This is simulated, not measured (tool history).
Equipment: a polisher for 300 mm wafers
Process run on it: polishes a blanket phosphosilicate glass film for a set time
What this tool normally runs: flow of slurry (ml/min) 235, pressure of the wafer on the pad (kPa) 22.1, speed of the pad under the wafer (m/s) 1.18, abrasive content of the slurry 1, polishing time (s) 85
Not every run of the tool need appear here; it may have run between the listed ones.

| run | hour | flow of slurry (ml/min) | pressure of the wafer on the pad (kPa) | speed of the pad under the wafer (m/s) | abrasive content of the slurry | polishing time (s) | wafers since the last listed run | wafers polished on this pad | hours since the slurry nozzle was cleaned | hours since the head pressure was calibrated | hours since the slurry blender was calibrated | hours since the conditioning disc was replaced | incoming thickness of the incoming film, nm | film removed (Å) |
|---|---|---|---|---|---|---|---|---|---|---|---|---|---|---|
| 1 | 0 | 235 | 22.1 | 1.18 | 1 | 85 | 0 | 1928 | 410 | 1256.9 | 82 | 104.6 | 2943.2 | 8258 |
| 2 | 54.2 | 235 | 22.1 | 1.18 | 1 | 85 | 415 | 2343 | 464.2 | 1311.1 | 136.2 | 158.8 | 2918.3 | 8150 |
|  | 102.4 | slurry nozzle cleaned |
| 3 | 126.1 | 235 | 22.1 | 1.18 | 1 | 85 | 543 | 2887 | 23.7 | 1383 | 208.1 | 230.7 | 2923.5 | 8012 |
| 4 | 175.9 | 235 | 22.1 | 1.18 | 1 | 85 | 381 | 3269 | 73.5 | 1432.8 | 257.9 | 280.5 | 2938.3 | 7840 |
| 5 | 209.8 | 235 | 22.1 | 1.18 | 1 | 85 | 259 | 3529 | 107.4 | 1466.7 | 291.8 | 314.4 | 2924.7 | 7849 |
|  | 232.9 | worn pad replaced by a new one |
| 6 | 236.4 | 235 | 22.1 | 0.86 | 0.85 | 85 | 173 | 26 | 134 | 1493.3 | 318.4 | 341 | 2939.1 | 5942 |
|  | 250.2 | head pressure recalibrated |
| 7 | 296 | 235 | 24.1 | 1.18 | 0.9 | 85 | 441 | 468 | 193.6 | 45.8 | 378 | 400.6 | 2923.1 | 8392 |
| 8 | 367.4 | 235 | 20 | 1.18 | 1 | 85 | 547 | 1015 | 265 | 117.2 | 449.4 | 472 | 2930.6 | 7177 |
|  | 398.2 | conditioning disc replaced and pad reconditioned |
|  | 459.3 | slurry blender recalibrated |
| 9 | 580.5 | 235 | 24.1 | 1.48 | 1.15 | 93 | 1603 | 2619 | 478.1 | 330.3 | 121.2 | 182.3 | 2938.5 | 11858 |
| 10 | 629.3 | 235 | 22.1 | 1.18 | 1 | 85 | 374 | 2993 | 526.9 | 379.1 | 170 | 231.1 | 2863.5 | 8110 |
|  | 696.4 | slurry nozzle cleaned |
| 11 | 700.7 | 235 | 22.1 | 1.18 | 1 | 62 | 539 | 3533 | 4.3 | 450.5 | 241.4 | 302.5 | 2908.5 | 5749 |
|  | 723.8 | worn pad replaced by a new one |
| 12 | 742.2 | 235 | 22.1 | 1.18 | 1 | 85 | 287 | 141 | 45.8 | 492 | 282.9 | 344 | 2959.6 | 7981 |
| 13 | 866.5 | 160 | 22.1 | 1.06 | 1 | 85 | 953 | 1094 | 170.1 | 616.3 | 407.2 | 468.3 | 2867.6 | 7167 |
| 14 | 909.8 | 235 | 26.2 | 1.18 | 1 | 85 | 332 | 1426 | 213.4 | 659.6 | 450.5 | 511.6 | 2915.2 | 9158 |
| 15 | 966.5 | 290 | 29 | 1.18 | 1 | 95 | 434 | 1861 | 270.1 | 716.3 | 507.2 | 568.3 | 2898 | 11490 |
|  | 970.5 | conditioning disc replaced and pad reconditioned |
|  | 981.7 | slurry blender recalibrated |
| 16 | 1021.2 | 235 | 22.1 | 1.18 | 1 | 85 | 388 | 2250 | 324.8 | 771 | 39.5 | 50.7 | 2918.1 | 8335 |
| 17 | 1085.5 | 235 | 16.5 | 0.82 | 1.3 | 85 | 493 | 2743 | 389.1 | 835.3 | 103.8 | 115 | 2971.1 | 4954 |
| 18 | 1140.7 | 160 | 22.1 | 0.94 | 1.3 | 85 | 423 | 3166 | 444.3 | 890.5 | 159 | 170.2 | 2906.1 | 6991 |
| 19 | 1183.5 | 310 | 22.1 | 1.44 | 1.1 | 94 | 328 | 3494 | 487.1 | 933.3 | 201.8 | 213 | 2924.4 | 10797 |
|  | 1256.8 | worn pad replaced by a new one |
| 20 | 1257.3 | 235 | 22.1 | 1.18 | 1 | 85 | 535 | 3 | 560.9 | 1007.1 | 275.6 | 286.8 | 2950.3 | 7829 |
|  | 1291.4 | slurry nozzle cleaned |
| 21 | 1306.1 | 190 | 22.1 | 1.5 | 1.25 | 85 | 366 | 370 | 14.7 | 1055.9 | 324.4 | 335.6 | 2892.6 | 9952 |
| 22 | 1351.2 | 235 | 22.1 | 0.96 | 1.15 | 85 | 345 | 715 | 59.8 | 1101 | 369.5 | 380.7 | 2898.4 | 6963 |
| 23 | 1381.1 | 235 | 22.1 | 1.18 | 1 | 85 | 229 | 945 | 89.7 | 1130.9 | 399.4 | 410.6 | 2878.6 | 7759 |
|  | 1418.9 | slurry blender recalibrated |
|  | 1430.5 | conditioning disc replaced and pad reconditioned |
| 24 | 1434.6 | 235 | 20 | 1.18 | 1 | 85 | 379 | 1324 | 143.2 | 1184.4 | 15.7 | 4.1 | 2894.6 | 7711 |
| 25 | 1464.7 | 235 | 22.1 | 0.92 | 1 | 85 | 230 | 1555 | 173.3 | 1214.5 | 45.8 | 34.2 | 2870.3 | 6844 |
| 26 | 1523.7 | 235 | 22.1 | 1.5 | 1 | 85 | 452 | 2008 | 232.3 | 1273.5 | 104.8 | 93.2 | 2886.7 | 9911 |

Below are 3 alternative next runs, each starting from the tool's condition after run 26. Predict each:
| A | 1524.2 | 235 | 24.8 | 1.18 | 1 | 85 | 3 | 2011 | 232.8 | 1274 | 105.3 | 93.7 | 2889.8 | ? |
| B | 1524.2 | 270 | 27.6 | 1.48 | 0.9 | 85 | 3 | 2011 | 232.8 | 1274 | 105.3 | 93.7 | 2889.8 | ? |
| C | 1524.2 | 315 | 15.2 | 1.58 | 0.9 | 85 | 3 | 2011 | 232.8 | 1274 | 105.3 | 93.7 | 2889.8 | ? |

| run | film removed (Å) |
|---|---|
| A | 9214 |
| B | 11953 |
| C | 7134 |
Without the tool's unlogged condition, the same runs would have read:
| run | film removed (Å) |
|---|---|
| A | 9531 |
| B | 12512 |
| C | 7337 |
